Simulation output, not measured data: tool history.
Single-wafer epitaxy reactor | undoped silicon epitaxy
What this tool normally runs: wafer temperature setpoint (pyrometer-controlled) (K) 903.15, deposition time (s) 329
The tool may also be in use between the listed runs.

run   hour  wafer temperature setpoint (pyrometer-controlled) (K)  deposition time (s)  wafers since the last listed run  hours since the last pyrometer calibration  hours since the gauge calibration  read-back reference wafer on the same gauge, thickness_nm  mean film thickness on the monitor wafer (nm)
  1      0                                                 895.15                  306                                 0                                      1409.9                              185.8                                                     46.174                                         29.654
  2   11.3                                                 903.15                  329                                44                                      1421.2                              197.1                                                     46.185                                         39.288
  3   25.2                                                 903.15                  329                                55                                      1435.1                                211                                                      46.17                                         39.072
  4     41                                                 903.15                  329                                62                                      1450.9                              226.8                                                     46.187                                         39.262
  5   50.4                                                 903.15                  329                                37                                      1460.3                              236.2                                                     46.168                                         39.284
  6   56.5                                                 903.15                  329                                24                                      1466.4                              242.3                                                     46.229                                         39.283
  7   98.4                                                 903.15                  368                               165                                      1508.3                              284.2                                                     46.163                                         44.024
  8  115.7                                                 903.15                  368                                68                                      1525.6                              301.5                                                     46.212                                         44.118
     129.3  -- pyrometer calibrated
  9  129.8                                                 914.15                  377                                24                                         0.5                              315.6                                                     46.176                                         59.018
 10  142.4                                                 914.15                  377                                49                                        13.1                              328.2                                                     46.224                                         59.594
 11  181.3                                                 903.15                  329                               153                                          52                              367.1                                                     46.155                                         39.396
     183.4  -- gauge calibrated
 12  197.4                                                 896.15                  329                                63                                        68.1                                 14                                                     46.225                                         32.662
 13  207.8                                                 889.15                  290                                41                                        78.5                               24.4                                                     46.177                                         23.861
 14  218.5                                                 903.15                  392                                42                                        89.2                               35.1                                                     46.201                                         46.606
 15  235.1                                                 903.15                  329                                65                                       105.8                               51.7                                                     46.235                                         39.162
 16  251.5                                                 903.15                  329                                64                                       122.2                               68.1                                                      46.17                                         38.853
 17    261                                                 892.15                  375                                37                                       131.7                               77.6                                                      46.26                                         33.516
 18  274.5                                                 903.15                  329                                53                                       145.2                               91.1                                                     46.218                                         39.242
 19  280.8                                                 903.15                  355                                24                                       151.5                               97.4                                                      46.21                                         42.746
 20  293.6                                                 892.15                  350                                50                                       164.3                              110.2                                                     46.188                                         30.953
 21  309.4                                                 888.15                  310                                62                                       180.1                                126                                                     46.264                                         24.959
 22  323.2                                                 903.15                  329                                54                                       193.9                              139.8                                                      46.13                                         39.284
 23  337.7                                                 894.15                  280                                57                                       208.4                              154.3                                                     46.182                                         26.425

Exercise: give the hidden state of the tool at every run:
wafer temperature above the value expected at the setpoint (K): 0, the same for each run
gauge reads high (%): 0, the same for each run
